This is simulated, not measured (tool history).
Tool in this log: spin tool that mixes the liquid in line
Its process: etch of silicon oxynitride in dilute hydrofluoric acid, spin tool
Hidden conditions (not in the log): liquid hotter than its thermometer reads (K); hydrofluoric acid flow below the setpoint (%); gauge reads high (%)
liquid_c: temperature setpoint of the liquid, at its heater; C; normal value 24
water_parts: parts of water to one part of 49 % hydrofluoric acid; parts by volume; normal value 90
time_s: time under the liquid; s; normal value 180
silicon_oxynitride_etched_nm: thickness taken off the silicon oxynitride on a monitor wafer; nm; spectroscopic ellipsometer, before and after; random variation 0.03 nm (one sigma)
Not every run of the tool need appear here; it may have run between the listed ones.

run   hour  liquid_c  water_parts  time_s  wafers since the last listed run  hours since the thermometer was replaced  hours since the hydrofluoric acid flow meter was replaced  hours since the gauge calibration  read-back film thickness of the silicon oxynitride reference wafer, read on the same gauge (nm)  silicon_oxynitride_etched_nm
  1      0        24           90     180                                 0                                     511.2                                                     1677.1                              260.3                                                                                          140.011                          3.59
  2   65.4        24           90     180                               523                                     576.6                                                     1742.5                              325.7                                                                                          139.997                         3.602
  3   98.7        24           90     180                               266                                     609.9                                                     1775.8                                359                                                                                          140.048                         3.632
  4  154.8        24           90     180                               448                                       666                                                     1831.9                              415.1                                                                                          139.988                         3.622
  5  206.7        24           90     180                               415                                     717.9                                                     1883.8                                467                                                                                           140.03                         3.595
  6  253.7        24           90     180                               376                                     764.9                                                     1930.8                                514                                                                                          139.966                         3.662
  7    321        24           90     180                               538                                     832.2                                                     1998.1                              581.3                                                                                          140.024                         3.631
     329.2  -- thermometer replaced
  8  385.5        24           90     180                               508                                      56.3                                                     2062.6                              645.8                                                                                          139.977                         3.494
  9  453.3        24           90     180                               542                                     124.1                                                     2130.4                              713.6                                                                                          139.954                         3.487
 10  512.3        24           90     180                               472                                     183.1                                                     2189.4                              772.6                                                                                          140.013                          3.55
 11  548.7        29           65     140                               291                                     219.5                                                     2225.8                                809                                                                                          140.013                         4.901
 12  597.3        24           90     180                               388                                     268.1                                                     2274.4                              857.6                                                                                          140.008                         3.534
 13  662.1      21.5           70     180                               518                                     332.9                                                     2339.2                              922.4                                                                                          139.994                         4.128
     678.3  -- gauge calibrated
 14    700      28.5           45     215                               303                                     370.8                                                     2377.1                               21.7                                                                                          139.994                         10.95
 15  743.6        24           50     225                               348                                     414.4                                                     2420.7                               65.3                                                                                           140.01                          8.41
     747.6  -- hydrofluoric acid flow meter replaced
 16    796        24           90     180                               411                                     466.8                                                       48.4                              117.7                                                                                          140.021                         3.632
 17  840.5        24           65     180                               356                                     511.3                                                       92.9                              162.2                                                                                          140.008                         5.177
 18  878.6        22           55     290                               304                                     549.4                                                        131                              200.3                                                                                          140.019                         8.816
 19  904.8      19.5           70     180                               209                                     575.6                                                      157.2                              226.5                                                                                          139.978                          3.75
 20  946.1        24           50     130                               330                                     616.9                                                      198.5                              267.8                                                                                          139.963                          4.86
 21  978.6        24          135     110                               260                                     649.4                                                        231                              300.3                                                                                          139.989                         1.445

Across each entry between runs, compare the hidden state at the last listed run before it with the hidden state at the first listed run after it:
From run 7 to run 8: thermometer replaced (hour 329.2)
  liquid hotter than its thermometer reads (K): 0.899 -> 0.16
  measured result minus the result with no hidden state, silicon_oxynitride_etched_nm: +0.151 -> +0.027 nm
From run 13 to run 14: gauge calibrated (hour 678.3)
  liquid hotter than its thermometer reads (K): 0.448 -> 0.488
  measured result minus the result with no hidden state, silicon_oxynitride_etched_nm: +0.09 -> +0.25 nm
From run 15 to run 16: hydrofluoric acid flow meter replaced (hour 747.6)
  liquid hotter than its thermometer reads (K): 0.533 -> 0.588
  measured result minus the result with no hidden state, silicon_oxynitride_etched_nm: +0.214 -> +0.1 nm

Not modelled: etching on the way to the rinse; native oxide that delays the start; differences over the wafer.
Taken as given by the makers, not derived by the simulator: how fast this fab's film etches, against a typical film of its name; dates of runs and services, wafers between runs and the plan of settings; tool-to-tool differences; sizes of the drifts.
